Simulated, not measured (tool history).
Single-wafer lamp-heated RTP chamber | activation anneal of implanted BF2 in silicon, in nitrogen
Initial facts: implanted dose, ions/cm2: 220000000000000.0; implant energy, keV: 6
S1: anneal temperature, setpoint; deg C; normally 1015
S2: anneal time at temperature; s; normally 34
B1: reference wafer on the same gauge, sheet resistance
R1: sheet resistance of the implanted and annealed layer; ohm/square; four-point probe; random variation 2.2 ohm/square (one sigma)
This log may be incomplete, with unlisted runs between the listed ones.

run 1 hour=0 | S1=1001 S2=34 | B1=477.71 | R1=579.83
run 2 hour=16 | S1=1015 S2=34 | B1=477.55 | R1=552.63
run 3 hour=45.2 | S1=1015 S2=24 | B1=478.46 | R1=571.23
run 4 hour=78.8 | S1=1015 S2=24 | B1=477.4 | R1=568.67
run 5 hour=102.6 | S1=1015 S2=24 | B1=478.35 | R1=571.88
run 6 hour=128.9 | S1=1015 S2=34 | B1=478.15 | R1=557.07
run 7 hour=163.5 | S1=1015 S2=34 | B1=477.94 | R1=559.48
run 8 hour=178.3 | S1=1030 S2=39 | B1=478.43 | R1=536.28
run 9 hour=195.3 | S1=1015 S2=34 | B1=477.36 | R1=555.79
run 10 hour=218.2 | S1=1015 S2=34 | B1=477.76 | R1=548.03
run 11 hour=239.2 | S1=1015 S2=34 | B1=478.55 | R1=550.42
run 12 hour=256.2 | S1=1015 S2=34 | B1=478.13 | R1=552.57
run 13 hour=269.8 | S1=1015 S2=34 | B1=477.68 | R1=549.83
run 14 hour=294.3 | S1=1015 S2=34 | B1=477.47 | R1=549.52
run 15 hour=317.7 | S1=1015 S2=51 | B1=477.91 | R1=541.26
run 16 hour=339.4 | S1=1044 S2=34 | B1=477.81 | R1=531.42
-- hour=341.8 gauge calibrated
-- hour=356.1 pyrometer window cleaned and pyrometer calibrated
run 17 hour=366 | S1=993 S2=34 | B1=478.31 | R1=599.42
run 18 hour=401.5 | S1=1006 S2=19 | B1=477.83 | R1=602.88
run 19 hour=415.3 | S1=1029 S2=19 | B1=477.82 | R1=567.81
-- hour=437.8 reflector plate cleaned
run 20 hour=493.4 | S1=1015 S2=21 | B1=477.44 | R1=578.79
run 21 hour=510.7 | S1=1006 S2=19 | B1=477.88 | R1=602.09
run 22 hour=525.6 | S1=1023 S2=26 | B1=478.17 | R1=558.33
run 23 hour=546.7 | S1=1015 S2=34 | B1=477.96 | R1=556.08
run 24 hour=580.1 | S1=1037 S2=48 | B1=478.09 | R1=529.64
run 25 hour=603.8 | S1=1015 S2=39 | B1=477.9 | R1=550.15
run 26 hour=634.8 | S1=1015 S2=34 | B1=478.35 | R1=557.11
run 27 hour=647.9 | S1=994 S2=45 | B1=478.29 | R1=578.3
run 28 hour=675 | S1=986 S2=42 | B1=478.74 | R1=599.03

Forecast each of these 4 alternatives for the next run:
run A hour=675.4 | S1=1003 S2=34 | B1=? | R1=?
run B hour=675.4 | S1=994 S2=48 | B1=? | R1=?
run C hour=675.4 | S1=1033 S2=53 | B1=? | R1=?
run D hour=675.4 | S1=991 S2=48 | B1=? | R1=?

run=A B1=478.17 R1=569.66
run=B B1=478.17 R1=569.23
run=C B1=478.17 R1=523.36
run=D B1=478.17 R1=574.44
Had the tool no hidden state, the same runs would have come out as:
run=A R1=581.27
run=B R1=581.29
run=C R1=527.68
run=D R1=586.85
